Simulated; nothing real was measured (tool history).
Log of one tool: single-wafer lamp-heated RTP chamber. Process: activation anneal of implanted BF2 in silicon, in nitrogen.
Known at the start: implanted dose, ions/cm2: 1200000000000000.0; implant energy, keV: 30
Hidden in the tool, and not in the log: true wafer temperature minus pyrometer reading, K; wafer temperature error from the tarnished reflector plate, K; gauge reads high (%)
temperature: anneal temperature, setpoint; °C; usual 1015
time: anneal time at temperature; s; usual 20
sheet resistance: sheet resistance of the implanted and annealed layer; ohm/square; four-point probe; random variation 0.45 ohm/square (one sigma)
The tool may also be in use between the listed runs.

run     day  temperature  time  wafers since the last listed run  wafers since the last pyrometer calibration  wafers since the reflector plate was cleaned  hours since the gauge calibration  read-back reference wafer on the same gauge, sheet resistance  sheet resistance
  1   0.000         1015    20                                 0                                         1398                                          2382                              386.7                                                         121.89            128.45
      0.879  -- pyrometer window cleaned and pyrometer calibrated
  2   0.996         1015    20                               241                                           43                                          2624                              410.6                                                         121.74            128.43
  3   1.521         1015    20                               191                                          234                                          2815                              423.2                                                         121.36            128.83
  4   2.067         1015    20                               199                                          434                                          3014                              436.3                                                         121.33            128.81
  5   2.767         1015    20                               255                                          689                                          3270                              453.1                                                         121.51            128.63
  6   3.946         1015    20                               430                                         1120                                          3700                              481.4                                                         121.29            128.65
      5.225  -- pyrometer window cleaned and pyrometer calibrated
  7   5.246         1001    20                               352                                            8                                          4053                              512.6                                                         121.09            138.78
  8   5.533         1035    18                               104                                          113                                          4158                              519.5                                                         121.20            117.76
  9   6.862         1035    18                               485                                          598                                          4644                              551.4                                                         120.84            117.49
 10   7.738         1015    20                               319                                          917                                          4963                              572.4                                                         120.58            127.71
 11   8.350         1015    20                               223                                         1141                                          5187                              587.1                                                         120.41            127.08
      9.488  -- pyrometer window cleaned and pyrometer calibrated
 12   9.508         1015    20                               301                                            7                                          5488                              614.9                                                         120.09            127.12
 13  10.125         1015    20                               225                                          232                                          5713                              629.7                                                         119.94            126.28
 14  10.825         1015    20                               255                                          488                                          5968                              646.5                                                         119.96            125.96
 15  11.333         1015    20                               185                                          673                                          6154                              658.7                                                         119.86            126.25
     11.758  -- gauge calibrated
 16  11.896          986    27                               205                                          879                                          6359                                3.3                                                         122.90            150.65
 17  12.483          990    27                               214                                         1093                                          6574                               17.4                                                         122.66            146.05
 18  13.908         1015    20                               520                                         1614                                          7094                               51.6                                                         123.07            128.72
     14.667  -- pyrometer window cleaned and pyrometer calibrated
     14.821  -- reflector plate cleaned
 19  15.162         1015    20                               280                                          124                                           124                               81.7                                                         122.68            129.78

The next listed run, before its measurement:
 20  15.883         1015    20                               263                                          388                                           388                               99.0                                                              ?                 ?

Run 20 gave read-back reference wafer on the same gauge, sheet resistance 122.82, sheet resistance 129.73 ohm/square.
Without the tool's hidden state the same run would have given sheet resistance 129.83 ohm/square.
